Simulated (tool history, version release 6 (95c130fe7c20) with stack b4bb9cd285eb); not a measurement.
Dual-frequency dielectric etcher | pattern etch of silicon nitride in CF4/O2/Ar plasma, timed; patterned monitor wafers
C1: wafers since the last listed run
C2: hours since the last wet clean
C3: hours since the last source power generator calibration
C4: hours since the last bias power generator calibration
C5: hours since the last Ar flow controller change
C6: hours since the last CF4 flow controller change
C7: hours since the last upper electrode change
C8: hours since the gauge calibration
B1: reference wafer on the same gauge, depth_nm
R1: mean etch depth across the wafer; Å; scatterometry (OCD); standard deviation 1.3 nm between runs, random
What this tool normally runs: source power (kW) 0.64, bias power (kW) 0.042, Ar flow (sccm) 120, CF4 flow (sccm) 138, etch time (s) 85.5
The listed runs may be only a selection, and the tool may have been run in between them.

run 1 day=0 | source_power_(kW)=0.64 bias_power_(kW)=0.042 Ar_flow_(sccm)=120 CF4_flow_(sccm)=138 etch_time_(s)=85.5 | C1=0 C2=379.6 C3=1459.7 C4=2956.9 C5=3387 C6=4 C7=3555.7 C8=163.6 | B1=193.1 | R1=2131
run 2 day=0.317 | source_power_(kW)=0.64 bias_power_(kW)=0.042 Ar_flow_(sccm)=120 CF4_flow_(sccm)=138 etch_time_(s)=76.5 | C1=99 C2=387.2 C3=1467.3 C4=2964.5 C5=3394.6 C6=11.6 C7=3563.3 C8=171.2 | B1=193 | R1=1912
-- day=0.975 bias power generator calibrated
run 3 day=0.996 | source_power_(kW)=0.64 bias_power_(kW)=0.042 Ar_flow_(sccm)=120 CF4_flow_(sccm)=138 etch_time_(s)=85.5 | C1=160 C2=403.5 C3=1483.6 C4=0.5 C5=3410.9 C6=27.9 C7=3579.6 C8=187.5 | B1=193.1 | R1=2133
run 4 day=1.533 | source_power_(kW)=0.64 bias_power_(kW)=0.042 Ar_flow_(sccm)=120 CF4_flow_(sccm)=138 etch_time_(s)=85.5 | C1=168 C2=416.4 C3=1496.5 C4=13.4 C5=3423.8 C6=40.8 C7=3592.5 C8=200.4 | B1=192.9 | R1=2099
run 5 day=2.092 | source_power_(kW)=0.64 bias_power_(kW)=0.042 Ar_flow_(sccm)=120 CF4_flow_(sccm)=138 etch_time_(s)=85.5 | C1=175 C2=429.8 C3=1509.9 C4=26.8 C5=3437.2 C6=54.2 C7=3605.9 C8=213.8 | B1=192.9 | R1=2110
run 6 day=2.658 | source_power_(kW)=0.64 bias_power_(kW)=0.042 Ar_flow_(sccm)=120 CF4_flow_(sccm)=138 etch_time_(s)=85.5 | C1=177 C2=443.4 C3=1523.5 C4=40.4 C5=3450.8 C6=67.8 C7=3619.5 C8=227.4 | B1=192.8 | R1=2102
run 7 day=3.025 | source_power_(kW)=0.64 bias_power_(kW)=0.042 Ar_flow_(sccm)=120 CF4_flow_(sccm)=164 etch_time_(s)=85.5 | C1=115 C2=452.2 C3=1532.3 C4=49.2 C5=3459.6 C6=76.6 C7=3628.3 C8=236.2 | B1=192.9 | R1=2167
run 8 day=3.492 | source_power_(kW)=0.7 bias_power_(kW)=0.042 Ar_flow_(sccm)=120 CF4_flow_(sccm)=114 etch_time_(s)=85.5 | C1=146 C2=463.4 C3=1543.5 C4=60.4 C5=3470.8 C6=87.8 C7=3639.5 C8=247.4 | B1=192.8 | R1=2227
-- day=4.071 Ar flow controller replaced
run 9 day=4.092 | source_power_(kW)=0.64 bias_power_(kW)=0.042 Ar_flow_(sccm)=120 CF4_flow_(sccm)=165 etch_time_(s)=96 | C1=109 C2=477.8 C3=1557.9 C4=74.8 C5=0.5 C6=102.2 C7=3653.9 C8=261.8 | B1=192.9 | R1=2422
-- day=4.254 gauge calibrated
-- day=5.667 wet clean of the chamber
-- day=6.312 upper electrode replaced
run 10 day=6.333 | source_power_(kW)=0.64 bias_power_(kW)=0.042 Ar_flow_(sccm)=120 CF4_flow_(sccm)=125 etch_time_(s)=104 | C1=186 C2=16 C3=1611.7 C4=128.6 C5=54.3 C6=156 C7=0.5 C8=49.9 | B1=193.1 | R1=2663
run 11 day=6.35 | source_power_(kW)=0.54 bias_power_(kW)=0.033 Ar_flow_(sccm)=99 CF4_flow_(sccm)=138 etch_time_(s)=93.5 | C1=5 C2=16.4 C3=1612.1 C4=129 C5=54.7 C6=156.4 C7=0.9 C8=50.3 | B1=193 | R1=1950
run 12 day=6.362 | source_power_(kW)=0.7 bias_power_(kW)=0.032 Ar_flow_(sccm)=99 CF4_flow_(sccm)=138 etch_time_(s)=108.5 | C1=3 C2=16.7 C3=1612.4 C4=129.3 C5=55 C6=156.7 C7=1.2 C8=50.6 | B1=193 | R1=2914
run 13 day=6.525 | source_power_(kW)=0.74 bias_power_(kW)=0.05 Ar_flow_(sccm)=96 CF4_flow_(sccm)=138 etch_time_(s)=61 | C1=50 C2=20.6 C3=1616.3 C4=133.2 C5=58.9 C6=160.6 C7=5.1 C8=54.5 | B1=193.1 | R1=2039
run 14 day=6.808 | source_power_(kW)=0.7 bias_power_(kW)=0.049 Ar_flow_(sccm)=120 CF4_flow_(sccm)=163 etch_time_(s)=104 | C1=88 C2=27.4 C3=1623.1 C4=140 C5=65.7 C6=167.4 C7=11.9 C8=61.3 | B1=193 | R1=3181
-- day=7.038 source power generator calibrated
run 15 day=7.383 | source_power_(kW)=0.64 bias_power_(kW)=0.042 Ar_flow_(sccm)=98 CF4_flow_(sccm)=171 etch_time_(s)=68.5 | C1=128 C2=41.2 C3=8.3 C4=153.8 C5=79.5 C6=181.2 C7=25.7 C8=75.1 | B1=193.1 | R1=1882
run 16 day=7.708 | source_power_(kW)=0.64 bias_power_(kW)=0.042 Ar_flow_(sccm)=120 CF4_flow_(sccm)=138 etch_time_(s)=85.5 | C1=101 C2=49 C3=16.1 C4=161.6 C5=87.3 C6=189 C7=33.5 C8=82.9 | B1=193 | R1=2212
run 17 day=8.546 | source_power_(kW)=0.64 bias_power_(kW)=0.042 Ar_flow_(sccm)=120 CF4_flow_(sccm)=138 etch_time_(s)=85.5 | C1=262 C2=69.1 C3=36.2 C4=181.7 C5=107.4 C6=209.1 C7=53.6 C8=103 | B1=193.1 | R1=2207
run 18 day=9.162 | source_power_(kW)=0.69 bias_power_(kW)=0.042 Ar_flow_(sccm)=120 CF4_flow_(sccm)=122 etch_time_(s)=103 | C1=193 C2=83.9 C3=51 C4=196.5 C5=122.2 C6=223.9 C7=68.4 C8=117.8 | B1=193 | R1=2808
run 19 day=9.775 | source_power_(kW)=0.64 bias_power_(kW)=0.042 Ar_flow_(sccm)=120 CF4_flow_(sccm)=147 etch_time_(s)=85.5 | C1=192 C2=98.6 C3=65.7 C4=211.2 C5=136.9 C6=238.6 C7=83.1 C8=132.5 | B1=192.8 | R1=2240
run 20 day=10.404 | source_power_(kW)=0.72 bias_power_(kW)=0.049 Ar_flow_(sccm)=120 CF4_flow_(sccm)=138 etch_time_(s)=74 | C1=197 C2=113.7 C3=80.8 C4=226.3 C5=152 C6=253.7 C7=98.2 C8=147.6 | B1=192.8 | R1=2257
run 21 day=11.121 | source_power_(kW)=0.57 bias_power_(kW)=0.042 Ar_flow_(sccm)=111 CF4_flow_(sccm)=156 etch_time_(s)=85.5 | C1=224 C2=130.9 C3=98 C4=243.5 C5=169.2 C6=270.9 C7=115.4 C8=164.8 | B1=192.9 | R1=2012
run 22 day=11.421 | source_power_(kW)=0.6 bias_power_(kW)=0.034 Ar_flow_(sccm)=120 CF4_flow_(sccm)=138 etch_time_(s)=72.5 | C1=94 C2=138.1 C3=105.2 C4=250.7 C5=176.4 C6=278.1 C7=122.6 C8=172 | B1=193 | R1=1595

The same runs without the tool's hidden state, with the same run-to-run variation:
Hidden state present: etch rate over this chamber's usual, %; source power that arrives over what is set, %; bias power that arrives over what is set, %; Ar flow that arrives over what is set, %; CF4 flow that arrives over what is set, %; gauge reads high (%).
run=1 R1=2214
run=2 R1=1988
run=3 R1=2222
run=4 R1=2190
run=5 R1=2205
run=6 R1=2200
run=7 R1=2270
run=8 R1=2335
run=9 R1=2544
run=10 R1=2645
run=11 R1=1937
run=12 R1=2895
run=13 R1=2027
run=14 R1=3164
run=15 R1=1874
run=16 R1=2204
run=17 R1=2205
run=18 R1=2810
run=19 R1=2245
run=20 R1=2265
run=21 R1=2023
run=22 R1=1605
